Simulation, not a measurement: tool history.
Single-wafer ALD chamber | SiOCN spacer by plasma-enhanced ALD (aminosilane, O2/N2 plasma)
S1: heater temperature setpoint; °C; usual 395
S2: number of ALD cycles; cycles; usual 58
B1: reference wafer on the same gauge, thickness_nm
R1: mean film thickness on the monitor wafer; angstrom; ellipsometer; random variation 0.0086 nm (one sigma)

run,hour,S1,S2,B1,R1
1,0,405,54,2.621,28.81
2,84.1,395,58,2.619,31.41
3,187.9,400,51,2.621,27.58
4,261.1,400,51,2.615,27.68
5,351.2,395,54,2.616,29.35
6,452.5,395,54,2.614,29.29
7,505.6,395,58,2.61,31.5
8,569.8,395,58,2.611,31.46
9,712,395,58,2.612,31.33
10,749.2,395,58,2.611,31.48
11,797.4,395,58,2.606,31.47
12,837,395,58,2.607,31.31
13,933.8,395,58,2.61,31.42
14,1042.9,395,58,2.609,31.37
15,1196.2,395,58,2.606,31.36
16,1262.9,381,66,2.603,35.71
17,1315.2,388,52,2.604,28.14
18,1373.3,395,58,2.604,31.3
19,1473.3,383,64,2.603,34.57
20,1575.9,405,66,2.603,35.03
21,1635.6,395,68,2.604,36.7
22,1698.2,395,58,2.601,31.34
23,1795.7,395,65,2.605,35
24,1890,388,50,2.641,27.41
25,2111,395,58,2.629,31.63
26,2194.5,395,58,2.628,31.64
27,2283.1,395,58,2.625,31.48
28,2377.5,402,51,2.616,27.5

Taken out of this log: 2 entries between the listed runs. Where each belongs, and how the hidden state differs across it:
Between runs 23 and 24: thermocouple changed; heater temperature recalibrated (hour 1845.7); gauge calibrated (hour 1846.9)
  gauge reads high (%): -1.72 -> -0.244
  measured less the result without the state, R1: -0.62 -> -0.06 angstrom
